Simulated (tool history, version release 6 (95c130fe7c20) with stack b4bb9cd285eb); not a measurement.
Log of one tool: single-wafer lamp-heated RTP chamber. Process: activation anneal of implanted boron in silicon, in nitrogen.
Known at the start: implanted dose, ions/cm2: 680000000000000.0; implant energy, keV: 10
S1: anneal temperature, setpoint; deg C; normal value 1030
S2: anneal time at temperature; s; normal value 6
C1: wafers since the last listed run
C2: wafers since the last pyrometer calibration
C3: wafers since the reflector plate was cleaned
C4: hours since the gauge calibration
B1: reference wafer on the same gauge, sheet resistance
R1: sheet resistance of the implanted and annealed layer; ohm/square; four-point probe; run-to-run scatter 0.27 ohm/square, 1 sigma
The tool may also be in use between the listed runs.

Run 1, hour 0.0: usual settings; C1 0; C2 5773; C3 8129; C4 719.3; B1 199.94. Result: R1 177.68 ohm/square.
At hour 20.5: pyrometer window cleaned and pyrometer calibrated.
Run 2, hour 27.7: usual settings; C1 267; C2 97; C3 8396; C4 747.0; B1 200.01. Result: R1 178.87 ohm/square.
At hour 59.8: reflector plate cleaned.
Run 3, hour 61.0: usual settings; C1 343; C2 441; C3 15; C4 780.3; B1 199.98. Result: R1 178.54 ohm/square.
Run 4, hour 94.5: usual settings; C1 455; C2 896; C3 471; C4 813.8; B1 199.95. Result: R1 178.20 ohm/square.
Run 5, hour 117.7: usual settings but S2 7 s; C1 315; C2 1211; C3 786; C4 837.0; B1 199.99. Result: R1 178.00 ohm/square.
Run 6, hour 135.9: usual settings but S2 8 s; C1 247; C2 1459; C3 1033; C4 855.2; B1 200.02. Result: R1 177.49 ohm/square.
At hour 223.8: gauge calibrated.
Run 7, hour 227.1: usual settings but S1 1019 deg C; C1 1239; C2 2698; C3 2272; C4 3.3; B1 200.00. Result: R1 178.79 ohm/square.
Run 8, hour 255.9: usual settings but S1 1019 deg C; C1 391; C2 3089; C3 2664; C4 32.1; B1 200.02. Result: R1 178.64 ohm/square.
Run 9, hour 320.4: usual settings but S1 1019 deg C; C1 876; C2 3966; C3 3540; C4 96.6; B1 200.05. Result: R1 178.89 ohm/square.
Run 10, hour 356.3: usual settings; C1 487; C2 4453; C3 4028; C4 132.5; B1 200.04. Result: R1 177.81 ohm/square.
Run 11, hour 384.8: usual settings; C1 387; C2 4841; C3 4415; C4 161.0; B1 200.00. Result: R1 176.95 ohm/square.
At hour 396.1: pyrometer window cleaned and pyrometer calibrated.
Run 12, hour 401.4: usual settings; C1 116; C2 71; C3 4532; C4 177.6; B1 200.00. Result: R1 178.22 ohm/square.
Run 13, hour 427.9: usual settings but S2 4 s; C1 360; C2 431; C3 4892; C4 204.1; B1 200.00. Result: R1 178.59 ohm/square.
Run 14, hour 459.1: usual settings but S1 1042 deg C, S2 3 s; C1 423; C2 855; C3 5316; C4 235.3; B1 199.96. Result: R1 178.02 ohm/square.
Run 15, hour 488.3: usual settings; C1 396; C2 1252; C3 5713; C4 264.5; B1 199.92. Result: R1 177.91 ohm/square.
Run 16, hour 507.3: usual settings but S1 1016 deg C, S2 3 s; C1 258; C2 1510; C3 5971; C4 283.5; B1 200.07. Result: R1 180.61 ohm/square.
Run 17, hour 535.0: usual settings but S1 1008 deg C, S2 5 s; C1 376; C2 1887; C3 6347; C4 311.2; B1 200.05. Result: R1 180.33 ohm/square.
Run 18, hour 569.9: usual settings but S1 1015 deg C, S2 4 s; C1 474; C2 2361; C3 6821; C4 346.1; B1 199.99. Result: R1 179.94 ohm/square.
At hour 607.4: reflector plate cleaned.
Run 19, hour 607.9: usual settings but S1 1049 deg C, S2 4 s; C1 407; C2 2768; C3 7; C4 384.1; B1 200.04. Result: R1 177.46 ohm/square.
Run 20, hour 636.7: usual settings; C1 391; C2 3160; C3 398; C4 412.9; B1 199.98. Result: R1 177.61 ohm/square.
Run 21, hour 656.3: usual settings; C1 266; C2 3426; C3 665; C4 432.5; B1 199.97. Result: R1 177.94 ohm/square.
Run 22, hour 670.3: usual settings but S1 1003 deg C, S2 4 s; C1 190; C2 3616; C3 855; C4 446.5; B1 200.03. Result: R1 180.91 ohm/square.
Run 23, hour 688.5: usual settings but S1 1020 deg C, S2 7 s; C1 247; C2 3864; C3 1102; C4 464.7; B1 199.96. Result: R1 178.06 ohm/square.
Run 24, hour 704.8: usual settings but S1 1004 deg C, S2 9 s; C1 221; C2 4085; C3 1324; C4 481.0; B1 199.96. Result: R1 179.52 ohm/square.
Run 25, hour 736.3: usual settings but S1 1002 deg C, S2 3 s; C1 428; C2 4513; C3 1752; C4 512.5; B1 200.02. Result: R1 182.05 ohm/square.
Run 26, hour 770.6: usual settings but S1 1056 deg C, S2 5 s; C1 466; C2 4979; C3 2218; C4 546.8; B1 199.99. Result: R1 176.51 ohm/square.
Run 27, hour 793.1: usual settings; C1 305; C2 5285; C3 2523; C4 569.3; B1 199.99. Result: R1 177.20 ohm/square.
At hour 818.4: pyrometer window cleaned and pyrometer calibrated.
Run 28, hour 818.9: usual settings but S1 1012 deg C, S2 8 s; C1 241; C2 6; C3 2765; C4 595.1; B1 199.97. Result: R1 180.02 ohm/square.
Run 29, hour 827.1: usual settings but S1 1039 deg C; C1 111; C2 118; C3 2877; C4 603.3; B1 199.99. Result: R1 177.06 ohm/square.
Run 30, hour 862.6: usual settings but S1 1038 deg C, S2 3 s; C1 482; C2 600; C3 3359; C4 638.8; B1 200.05. Result: R1 178.43 ohm/square.
Run 31, hour 876.8: usual settings but S2 5 s; C1 192; C2 793; C3 3552; C4 653.0; B1 199.93. Result: R1 179.04 ohm/square.
Run 32, hour 889.0: usual settings but S1 1005 deg C; C1 165; C2 959; C3 3718; C4 665.2; B1 200.02. Result: R1 181.70 ohm/square.
Run 33, hour 907.3: usual settings but S1 1060 deg C, S2 7 s; C1 248; C2 1207; C3 3966; C4 683.5; B1 200.02. Result: R1 176.04 ohm/square.
Run 34, hour 928.3: usual settings; C1 285; C2 1493; C3 4252; C4 704.5; B1 199.98. Result: R1 178.75 ohm/square.
Run 35, hour 955.8: usual settings but S1 1049 deg C, S2 8 s; C1 373; C2 1866; C3 4625; C4 732.0; B1 200.02. Result: R1 176.66 ohm/square.
Run 36, hour 982.1: usual settings but S1 1021 deg C, S2 8 s; C1 357; C2 2224; C3 4983; C4 758.3; B1 200.00. Result: R1 178.64 ohm/square.

Some steps in R1 between neighbouring runs. How much of each would the tool show without its hidden state too (settings, what came in, random variation), and how much is left for the hidden state, with any gauge scatter that isn't in both results?
Unlogged tool condition in this case: true wafer temperature minus pyrometer reading, K; wafer temperature error from the tarnished reflector plate, K; gauge reads high (%).
Run 21 -> 22: S1 1030 -> 1003, S2 6 -> 4. R1 +2.97 ohm/square: hidden state -2.17, all else +5.14.
Run 22 -> 23: S1 1003 -> 1020, S2 4 -> 7. R1 -2.85 ohm/square: hidden state +1.75, all else -4.60.
Run 25 -> 26: S1 1002 -> 1056, S2 3 -> 5. R1 -5.54 ohm/square: hidden state +3.00, all else -8.54.
Run 32 -> 33: S1 1005 -> 1060, S2 6 -> 7. R1 -5.66 ohm/square: hidden state +0.63, all else -6.29.

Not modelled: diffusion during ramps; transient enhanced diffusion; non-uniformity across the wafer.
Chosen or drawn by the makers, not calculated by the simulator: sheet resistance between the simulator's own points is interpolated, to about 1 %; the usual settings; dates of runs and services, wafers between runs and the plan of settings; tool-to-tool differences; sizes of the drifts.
